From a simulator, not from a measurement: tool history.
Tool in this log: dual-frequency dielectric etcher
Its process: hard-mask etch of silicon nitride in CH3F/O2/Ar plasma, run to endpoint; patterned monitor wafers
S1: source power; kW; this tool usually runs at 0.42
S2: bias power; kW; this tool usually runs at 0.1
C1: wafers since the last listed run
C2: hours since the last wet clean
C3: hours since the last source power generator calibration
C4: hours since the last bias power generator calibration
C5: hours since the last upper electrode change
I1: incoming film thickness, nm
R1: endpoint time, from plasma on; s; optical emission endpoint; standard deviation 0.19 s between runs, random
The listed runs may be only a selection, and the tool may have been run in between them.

| run | hour | S1 | S2 | C1 | C2 | C3 | C4 | C5 | I1 | R1 |
|---|---|---|---|---|---|---|---|---|---|---|
| 1 | 0 | 0.47 | 0.119 | 0 | 482.4 | 4155.5 | 4152.6 | 3111.6 | 27.4 | 29.3 |
| 2 | 6.4 | 0.47 | 0.119 | 52 | 488.8 | 4161.9 | 4159 | 3118 | 27.38 | 29.3 |
| 3 | 21.5 | 0.47 | 0.119 | 124 | 503.9 | 4177 | 4174.1 | 3133.1 | 27.17 | 29 |
| 4 | 39.3 | 0.42 | 0.1 | 147 | 521.7 | 4194.8 | 4191.9 | 3150.9 | 27.44 | 34.2 |
| 5 | 47.3 | 0.42 | 0.1 | 66 | 529.7 | 4202.8 | 4199.9 | 3158.9 | 27.31 | 34.2 |
| 6 | 64 | 0.42 | 0.1 | 138 | 546.4 | 4219.5 | 4216.6 | 3175.6 | 26.74 | 33 |
| 7 | 75.3 | 0.42 | 0.1 | 93 | 557.7 | 4230.8 | 4227.9 | 3186.9 | 27.46 | 34.8 |
| 8 | 82.2 | 0.42 | 0.1 | 57 | 564.6 | 4237.7 | 4234.8 | 3193.8 | 27.39 | 34.3 |
| 9 | 93.4 | 0.42 | 0.1 | 92 | 575.8 | 4248.9 | 4246 | 3205 | 27.34 | 34.3 |
| 10 | 103.9 | 0.42 | 0.1 | 86 | 586.3 | 4259.4 | 4256.5 | 3215.5 | 27.38 | 33.8 |
|  | 128.8 | wet clean of the chamber |
| 11 | 129.3 | 0.42 | 0.1 | 11 | 0.5 | 4284.8 | 4281.9 | 3240.9 | 27.23 | 35.3 |
| 12 | 129.6 | 0.42 | 0.1 | 2 | 0.8 | 4285.1 | 4282.2 | 3241.2 | 27 | 34.9 |
|  | 160.9 | upper electrode replaced, of another model than before |
| 13 | 161.4 | 0.42 | 0.1 | 64 | 32.6 | 4316.9 | 4314 | 0.5 | 27.11 | 35.2 |
| 14 | 161.7 | 0.39 | 0.09 | 2 | 32.9 | 4317.2 | 4314.3 | 0.8 | 27.13 | 41.5 |
| 15 | 169.5 | 0.35 | 0.121 | 64 | 40.7 | 4325 | 4322.1 | 8.6 | 27.36 | 37.7 |
| 16 | 181.2 | 0.36 | 0.118 | 96 | 52.4 | 4336.7 | 4333.8 | 20.3 | 27.27 | 36.8 |
| 17 | 189.3 | 0.45 | 0.1 | 66 | 60.5 | 4344.8 | 4341.9 | 28.4 | 27.24 | 33.2 |
| 18 | 201.9 | 0.35 | 0.121 | 104 | 73.1 | 4357.4 | 4354.5 | 41 | 27.09 | 37.6 |
| 19 | 208.5 | 0.42 | 0.092 | 54 | 79.7 | 4364 | 4361.1 | 47.6 | 27.29 | 38 |
|  | 213.7 | source power generator calibrated |
| 20 | 215.6 | 0.35 | 0.11 | 25 | 86.8 | 1.9 | 4368.2 | 54.7 | 27.15 | 40.1 |
| 21 | 223.7 | 0.42 | 0.1 | 66 | 94.9 | 10 | 4376.3 | 62.8 | 27.04 | 34.9 |
| 22 | 234.2 | 0.32 | 0.107 | 86 | 105.4 | 20.5 | 4386.8 | 73.3 | 26.96 | 47.7 |
|  | 249.5 | bias power generator calibrated |
| 23 | 257.9 | 0.5 | 0.122 | 162 | 129.1 | 44.2 | 8.4 | 97 | 27.02 | 25.7 |
| 24 | 266.9 | 0.33 | 0.09 | 74 | 138.1 | 53.2 | 17.4 | 106 | 27.26 | 52.7 |
| 25 | 281.8 | 0.38 | 0.107 | 123 | 153 | 68.1 | 32.3 | 120.9 | 27.2 | 36.7 |
| 26 | 297.3 | 0.42 | 0.1 | 128 | 168.5 | 83.6 | 47.8 | 136.4 | 27.31 | 35.3 |
| 27 | 309.5 | 0.42 | 0.109 | 100 | 180.7 | 95.8 | 60 | 148.6 | 27.38 | 32.6 |
| 28 | 327.1 | 0.49 | 0.113 | 145 | 198.3 | 113.4 | 77.6 | 166.2 | 27.1 | 27.5 |

How would selected steps in R1 from run to run divide? Give the signed amount a tool lacking its hidden state would still show from settings, what came in and random variation, and the signed amount left for the hidden state, including any gauge scatter that is not in both of the compared results.
Hidden state at play: etch rate over this chamber's usual, %; source power that arrives over what is set, %; bias power that arrives over what is set, %.
Run 10 -> 11: wet clean of the chamber. R1 +1.5 s: hidden state +1.4, all else +0.1.
Run 22 -> 23: S1 0.32 -> 0.5, S2 0.107 -> 0.122, bias power generator calibrated. R1 -22 s: hidden state +0.3, all else -22.3.
Run 23 -> 24: S1 0.5 -> 0.33, S2 0.122 -> 0.09. R1 +27 s: hidden state -0.5, all else +27.5.
